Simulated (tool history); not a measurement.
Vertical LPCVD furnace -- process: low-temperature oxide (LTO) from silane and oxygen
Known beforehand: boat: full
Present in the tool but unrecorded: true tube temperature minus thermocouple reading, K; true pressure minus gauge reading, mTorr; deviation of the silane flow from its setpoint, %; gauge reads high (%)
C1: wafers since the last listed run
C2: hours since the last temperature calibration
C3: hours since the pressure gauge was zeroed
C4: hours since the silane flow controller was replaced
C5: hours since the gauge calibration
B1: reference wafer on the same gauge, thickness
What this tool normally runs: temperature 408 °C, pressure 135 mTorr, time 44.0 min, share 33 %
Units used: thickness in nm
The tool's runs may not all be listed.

run 1 hour=0.0 | temperature=408 pressure=135 time=44.0 share=33 | C1=0 C2=3991.6 C3=1508.3 C4=6426.1 C5=285.1 | B1=200.78 | thickness=214.30
run 2 hour=11.0 | temperature=408 pressure=135 time=44.0 share=33 | C1=119 C2=4002.6 C3=1519.3 C4=6437.1 C5=296.1 | B1=201.03 | thickness=214.13
-- hour=42.0 pressure gauge zeroed
-- hour=42.4 silane flow controller replaced
run 3 hour=42.9 | temperature=408 pressure=135 time=44.0 share=33 | C1=81 C2=4034.5 C3=0.9 C4=0.5 C5=328.0 | B1=201.14 | thickness=205.49
run 4 hour=47.7 | temperature=402 pressure=135 time=38.0 share=33 | C1=52 C2=4039.3 C3=5.7 C4=5.3 C5=332.8 | B1=200.89 | thickness=165.09
run 5 hour=54.2 | temperature=402 pressure=135 time=38.0 share=33 | C1=70 C2=4045.8 C3=12.2 C4=11.8 C5=339.3 | B1=201.01 | thickness=166.25
run 6 hour=100.7 | temperature=408 pressure=135 time=55.0 share=33 | C1=503 C2=4092.3 C3=58.7 C4=58.3 C5=385.8 | B1=200.81 | thickness=257.18
run 7 hour=120.9 | temperature=408 pressure=110 time=28.0 share=33 | C1=218 C2=4112.5 C3=78.9 C4=78.5 C5=406.0 | B1=201.24 | thickness=106.28
run 8 hour=128.2 | temperature=408 pressure=135 time=44.0 share=31 | C1=79 C2=4119.8 C3=86.2 C4=85.8 C5=413.3 | B1=200.92 | thickness=189.06
run 9 hour=145.5 | temperature=408 pressure=135 time=44.0 share=33 | C1=187 C2=4137.1 C3=103.5 C4=103.1 C5=430.6 | B1=200.98 | thickness=206.71
-- hour=145.5 gauge calibrated
run 10 hour=166.5 | temperature=399 pressure=125 time=44.0 share=36 | C1=227 C2=4158.1 C3=124.5 C4=124.1 C5=21.0 | B1=200.89 | thickness=194.70
run 11 hour=184.1 | temperature=408 pressure=120 time=44.0 share=33 | C1=190 C2=4175.7 C3=142.1 C4=141.7 C5=38.6 | B1=201.08 | thickness=184.17
run 12 hour=196.5 | temperature=408 pressure=135 time=44.0 share=33 | C1=134 C2=4188.1 C3=154.5 C4=154.1 C5=51.0 | B1=200.95 | thickness=208.20
run 13 hour=215.1 | temperature=399 pressure=135 time=56.5 share=33 | C1=201 C2=4206.7 C3=173.1 C4=172.7 C5=69.6 | B1=201.10 | thickness=241.31
run 14 hour=222.1 | temperature=404 pressure=120 time=28.0 share=36 | C1=75 C2=4213.7 C3=180.1 C4=179.7 C5=76.6 | B1=201.08 | thickness=127.43
run 15 hour=236.0 | temperature=408 pressure=135 time=44.0 share=33 | C1=150 C2=4227.6 C3=194.0 C4=193.6 C5=90.5 | B1=200.93 | thickness=207.40
run 16 hour=250.0 | temperature=408 pressure=135 time=44.0 share=36 | C1=151 C2=4241.6 C3=208.0 C4=207.6 C5=104.5 | B1=200.90 | thickness=233.47
run 17 hour=267.2 | temperature=408 pressure=135 time=44.0 share=33 | C1=186 C2=4258.8 C3=225.2 C4=224.8 C5=121.7 | B1=201.07 | thickness=208.09
run 18 hour=280.9 | temperature=408 pressure=115 time=26.5 share=33 | C1=148 C2=4272.5 C3=238.9 C4=238.5 C5=135.4 | B1=201.06 | thickness=107.04
-- hour=308.0 thermocouples replaced and temperature profile calibrated
run 19 hour=308.5 | temperature=412 pressure=135 time=44.0 share=31 | C1=39 C2=0.5 C3=266.5 C4=266.1 C5=163.0 | B1=200.99 | thickness=199.66
run 20 hour=313.4 | temperature=399 pressure=135 time=61.0 share=33 | C1=53 C2=5.4 C3=271.4 C4=271.0 C5=167.9 | B1=201.08 | thickness=260.36
run 21 hour=318.3 | temperature=408 pressure=150 time=61.0 share=29 | C1=53 C2=10.3 C3=276.3 C4=275.9 C5=172.8 | B1=201.11 | thickness=268.46
run 22 hour=328.4 | temperature=408 pressure=120 time=35.0 share=28 | C1=109 C2=20.4 C3=286.4 C4=286.0 C5=182.9 | B1=201.07 | thickness=116.87
run 23 hour=362.9 | temperature=418 pressure=105 time=35.0 share=30 | C1=373 C2=54.9 C3=320.9 C4=320.5 C5=217.4 | B1=200.96 | thickness=127.40
run 24 hour=379.7 | temperature=408 pressure=135 time=44.0 share=33 | C1=182 C2=71.7 C3=337.7 C4=337.3 C5=234.2 | B1=201.13 | thickness=209.09
run 25 hour=388.2 | temperature=408 pressure=135 time=44.0 share=33 | C1=92 C2=80.2 C3=346.2 C4=345.8 C5=242.7 | B1=201.09 | thickness=209.73
run 26 hour=400.5 | temperature=408 pressure=135 time=44.0 share=33 | C1=133 C2=92.5 C3=358.5 C4=358.1 C5=255.0 | B1=200.90 | thickness=210.54
run 27 hour=411.7 | temperature=416 pressure=135 time=44.0 share=29 | C1=121 C2=103.7 C3=369.7 C4=369.3 C5=266.2 | B1=200.93 | thickness=191.22
run 28 hour=431.7 | temperature=413 pressure=135 time=44.0 share=29 | C1=216 C2=123.7 C3=389.7 C4=389.3 C5=286.2 | B1=201.04 | thickness=185.44
run 29 hour=444.5 | temperature=408 pressure=135 time=44.0 share=33 | C1=138 C2=136.5 C3=402.5 C4=402.1 C5=299.0 | B1=201.16 | thickness=209.46
run 30 hour=457.8 | temperature=408 pressure=165 time=44.0 share=38 | C1=144 C2=149.8 C3=415.8 C4=415.4 C5=312.3 | B1=200.90 | thickness=305.39

State the hidden condition of the tool at each of the runs:
true tube temperature minus thermocouple reading, K: 0 in every run
deviation of the silane flow from its setpoint, %: 0 in every run
gauge reads high (%): 0 in every run
H1: true pressure minus gauge reading, mTorr
run=1 H1=6.37
run=2 H1=6.38
run=3 H1=0.411
run=4 H1=0.47
run=5 H1=0.548
run=6 H1=1.08
run=7 H1=1.3
run=8 H1=1.38
run=9 H1=1.56
run=10 H1=1.77
run=11 H1=1.94
run=12 H1=2.05
run=13 H1=2.22
run=14 H1=2.29
run=15 H1=2.41
run=16 H1=2.53
run=17 H1=2.68
run=18 H1=2.79
run=19 H1=3.01
run=20 H1=3.04
run=21 H1=3.08
run=22 H1=3.16
run=23 H1=3.41
run=24 H1=3.52
run=25 H1=3.58
run=26 H1=3.66
run=27 H1=3.73
run=28 H1=3.86
run=29 H1=3.94
run=30 H1=4.02
